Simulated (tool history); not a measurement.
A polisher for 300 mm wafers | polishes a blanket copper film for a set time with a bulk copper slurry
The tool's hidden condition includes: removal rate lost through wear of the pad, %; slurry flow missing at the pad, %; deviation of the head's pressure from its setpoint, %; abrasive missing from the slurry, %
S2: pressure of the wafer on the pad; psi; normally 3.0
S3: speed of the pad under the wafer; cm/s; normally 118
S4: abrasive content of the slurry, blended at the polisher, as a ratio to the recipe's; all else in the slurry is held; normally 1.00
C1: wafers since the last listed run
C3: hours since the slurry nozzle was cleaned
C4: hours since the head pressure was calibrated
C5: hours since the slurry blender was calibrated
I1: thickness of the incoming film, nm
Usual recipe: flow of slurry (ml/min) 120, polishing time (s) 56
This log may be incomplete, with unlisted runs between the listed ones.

Run 1, hour 0.0: usual settings but S4 1.10, polishing time (s) 48; C1 0; wafers polished on this pad 147; C3 241.7; C4 53.4; C5 20.8; I1 2130.7. Result: film removed (Å) 5552.
Run 2, hour 33.7: usual settings but S4 1.10, polishing time (s) 48; C1 322; wafers polished on this pad 470; C3 275.4; C4 87.1; C5 54.5; I1 2161.8. Result: film removed (Å) 5209.
Run 3, hour 65.8: usual settings but polishing time (s) 70; C1 307; wafers polished on this pad 777; C3 307.5; C4 119.2; C5 86.6; I1 2138.5. Result: film removed (Å) 7636.
Run 4, hour 126.7: usual settings but polishing time (s) 70; C1 582; wafers polished on this pad 1359; C3 368.4; C4 180.1; C5 147.5; I1 2101.8. Result: film removed (Å) 7376.
At hour 142.6: worn pad replaced by a new one.
At hour 145.1: slurry blender recalibrated.
Run 5, hour 170.5: usual settings; C1 361; wafers polished on this pad 247; C3 412.2; C4 223.9; C5 25.4; I1 2148.0. Result: film removed (Å) 6163.
At hour 280.2: slurry blender recalibrated.
At hour 311.5: worn pad replaced by a new one.
At hour 316.1: head pressure recalibrated.
Run 6, hour 341.5: usual settings but S4 1.15; C1 1558; wafers polished on this pad 267; C3 583.2; C4 25.4; C5 61.3; I1 2118.9. Result: film removed (Å) 6107.
Run 7, hour 410.5: usual settings but S4 1.15; C1 659; wafers polished on this pad 927; C3 652.2; C4 94.4; C5 130.3; I1 2130.7. Result: film removed (Å) 5696.
At hour 417.8: slurry blender recalibrated.
At hour 447.6: slurry nozzle cleaned.
Run 8, hour 457.2: usual settings but S4 0.80, polishing time (s) 65; C1 417; wafers polished on this pad 1345; C3 9.6; C4 141.1; C5 39.4; I1 2105.0. Result: film removed (Å) 7067.
At hour 470.1: worn pad replaced by a new one.
Run 9, hour 514.9: usual settings but S3 86 cm/s; C1 513; wafers polished on this pad 428; C3 67.3; C4 198.8; C5 97.1; I1 2129.9. Result: film removed (Å) 4827.
At hour 568.4: slurry blender recalibrated.
Run 10, hour 573.1: usual settings but flow of slurry (ml/min) 110, S2 2.4 psi, S4 1.15, polishing time (s) 63; C1 537; wafers polished on this pad 965; C3 125.5; C4 257.0; C5 4.7; I1 2133.6. Result: film removed (Å) 5733.
At hour 599.9: worn pad replaced by a new one.
Run 11, hour 600.4: usual settings but flow of slurry (ml/min) 150, S3 102 cm/s, S4 1.15, polishing time (s) 67; C1 222; wafers polished on this pad 5; C3 152.8; C4 284.3; C5 32.0; I1 2176.6. Result: film removed (Å) 7074.
At hour 616.7: head pressure recalibrated.
Run 12, hour 647.1: usual settings but S4 1.10; C1 427; wafers polished on this pad 432; C3 199.5; C4 30.4; C5 78.7; I1 2116.1. Result: film removed (Å) 6235.
Run 13, hour 696.3: usual settings but S2 2.1 psi, S3 76 cm/s; C1 470; wafers polished on this pad 903; C3 248.7; C4 79.6; C5 127.9; I1 2154.5. Result: film removed (Å) 2947.
At hour 728.9: slurry blender recalibrated.
Run 14, hour 761.5: usual settings; C1 604; wafers polished on this pad 1507; C3 313.9; C4 144.8; C5 32.6; I1 2149.0. Result: film removed (Å) 6272.

3 ways to go on from here, each from the tool as it stands after run 14. What would each give?
Run A, hour 761.9: usual settings; C1 3; wafers polished on this pad 1511; C3 314.3; C4 145.2; C5 33.0; I1 2166.9. Result: film removed (Å) ?.
Run B, hour 761.9: usual settings but polishing time (s) 43; C1 3; wafers polished on this pad 1511; C3 314.3; C4 145.2; C5 33.0; I1 2166.9. Result: film removed (Å) ?.
Run C, hour 761.9: usual settings but S3 130 cm/s, polishing time (s) 40; C1 3; wafers polished on this pad 1511; C3 314.3; C4 145.2; C5 33.0; I1 2166.9. Result: film removed (Å) ?.

run  film removed (Å)
  A              6180
  B              4745
  C              4794
Stripped of hidden state, with their random variation kept, the same runs would have yielded:
run  film removed (Å)
  A              6547
  B              5028
  C              5079
